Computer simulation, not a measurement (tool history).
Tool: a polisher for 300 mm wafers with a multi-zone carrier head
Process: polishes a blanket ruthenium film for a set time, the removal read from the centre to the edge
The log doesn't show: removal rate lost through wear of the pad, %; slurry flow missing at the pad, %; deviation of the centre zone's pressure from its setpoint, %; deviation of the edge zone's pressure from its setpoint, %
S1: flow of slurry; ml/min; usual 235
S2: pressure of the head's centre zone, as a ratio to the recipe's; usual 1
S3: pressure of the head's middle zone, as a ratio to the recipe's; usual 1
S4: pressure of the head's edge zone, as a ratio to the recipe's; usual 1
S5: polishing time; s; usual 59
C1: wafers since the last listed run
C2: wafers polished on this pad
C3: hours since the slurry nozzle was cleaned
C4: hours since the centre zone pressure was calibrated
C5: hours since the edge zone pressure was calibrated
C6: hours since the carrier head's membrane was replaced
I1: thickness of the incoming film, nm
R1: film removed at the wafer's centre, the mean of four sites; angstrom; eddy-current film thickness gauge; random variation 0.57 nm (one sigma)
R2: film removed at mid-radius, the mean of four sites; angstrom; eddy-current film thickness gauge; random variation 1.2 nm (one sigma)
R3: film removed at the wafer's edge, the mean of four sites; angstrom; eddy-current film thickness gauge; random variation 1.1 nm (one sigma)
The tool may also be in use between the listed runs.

run 1 day=0 | S1=235 S2=1 S3=1 S4=1 S5=59 | C1=0 C2=1206 C3=95.8 C4=901.9 C5=293.6 C6=485.8 | I1=270.3 | R1=732 R2=799 R3=789
-- day=1.617 worn pad replaced by a new one
run 2 day=2.029 | S1=235 S2=1 S3=1 S4=1 S5=59 | C1=463 C2=103 C3=144.5 C4=950.6 C5=342.3 C6=534.5 | I1=269.8 | R1=765 R2=833 R3=816
-- day=3.162 carrier head's membrane replaced by a new one
run 3 day=4.446 | S1=235 S2=1 S3=1.03 S4=1 S5=72 | C1=549 C2=653 C3=202.5 C4=1008.6 C5=400.3 C6=30.8 | I1=274.7 | R1=913 R2=1046 R3=974
run 4 day=6.633 | S1=235 S2=1 S3=1.03 S4=1 S5=72 | C1=544 C2=1197 C3=255 C4=1061.1 C5=452.8 C6=83.3 | I1=272 | R1=892 R2=1000 R3=967
-- day=7.783 worn pad replaced by a new one
run 5 day=9.058 | S1=235 S2=1 S3=1.03 S4=1 S5=72 | C1=562 C2=317 C3=313.2 C4=1119.3 C5=511 C6=141.5 | I1=270.6 | R1=935 R2=1018 R3=977
run 6 day=10.262 | S1=235 S2=1 S3=1 S4=1 S5=59 | C1=299 C2=617 C3=342.1 C4=1148.2 C5=539.9 C6=170.4 | I1=269.8 | R1=752 R2=822 R3=811
-- day=12.242 slurry nozzle cleaned
run 7 day=12.942 | S1=235 S2=1 S3=1 S4=1 S5=59 | C1=656 C2=1274 C3=16.8 C4=1212.5 C5=604.2 C6=234.7 | I1=269.4 | R1=736 R2=815 R3=772
-- day=13.117 worn pad replaced by a new one
run 8 day=15.133 | S1=235 S2=0.92 S3=1 S4=0.91 S5=47 | C1=504 C2=502 C3=69.4 C4=1265.1 C5=656.8 C6=287.3 | I1=264.5 | R1=557 R2=657 R3=599
run 9 day=17.767 | S1=295 S2=1 S3=1.04 S4=1 S5=59 | C1=655 C2=1157 C3=132.6 C4=1328.3 C5=720 C6=350.5 | I1=268 | R1=734 R2=820 R3=780
-- day=18.8 centre zone pressure recalibrated
-- day=19.158 worn pad replaced by a new one
run 10 day=20.658 | S1=235 S2=1 S3=1.09 S4=1 S5=47 | C1=657 C2=373 C3=202 C4=44.6 C5=789.4 C6=419.9 | I1=268.7 | R1=647 R2=709 R3=637
-- day=21.179 edge zone pressure recalibrated
-- day=21.529 carrier head's membrane replaced by a new one
run 11 day=21.988 | S1=235 S2=1 S3=1 S4=1 S5=59 | C1=258 C2=632 C3=233.9 C4=76.5 C5=19.4 C6=11 | I1=275.3 | R1=800 R2=811 R3=804
run 12 day=23.646 | S1=235 S2=1 S3=1 S4=1 S5=59 | C1=413 C2=1045 C3=273.7 C4=116.3 C5=59.2 C6=50.8 | I1=273.3 | R1=776 R2=800 R3=781
-- day=24.658 worn pad replaced by a new one
run 13 day=24.842 | S1=235 S2=1 S3=0.94 S4=0.96 S5=59 | C1=256 C2=46 C3=302.4 C4=145 C5=87.9 C6=79.5 | I1=272.7 | R1=802 R2=779 R3=788
run 14 day=27.271 | S1=235 S2=1.09 S3=0.93 S4=1.1 S5=53 | C1=604 C2=651 C3=360.7 C4=203.3 C5=146.2 C6=137.8 | I1=268.7 | R1=747 R2=694 R3=755
-- day=28.888 slurry nozzle cleaned
run 15 day=29.083 | S1=235 S2=1 S3=1.05 S4=0.96 S5=59 | C1=441 C2=1092 C3=4.7 C4=246.8 C5=189.7 C6=181.3 | I1=271.8 | R1=762 R2=856 R3=767

Measured less the same run without the tool's hidden state. The same run-to-run variation is in both; the gauge's scatter may not be:
run=1 R1=-86 R2=-30 R3=-30
run=2 R1=-60 R2=+0 R3=+0
run=3 R1=-85 R2=-13 R3=-12
run=4 R1=-111 R2=-40 R3=-39
run=5 R1=-80 R2=-2 R3=-2
run=6 R1=-70 R2=-8 R3=-8
run=7 R1=-96 R2=-35 R3=-33
run=8 R1=-63 R2=-17 R3=-15
run=9 R1=-106 R2=-44 R3=-42
run=10 R1=-8 R2=-6 R3=-5
run=11 R1=-22 R2=-14 R3=-13
run=12 R1=-41 R2=-30 R3=-29
run=13 R1=-18 R2=-3 R3=-3
run=14 R1=-31 R2=-10 R3=-11
run=15 R1=-51 R2=-29 R3=-27
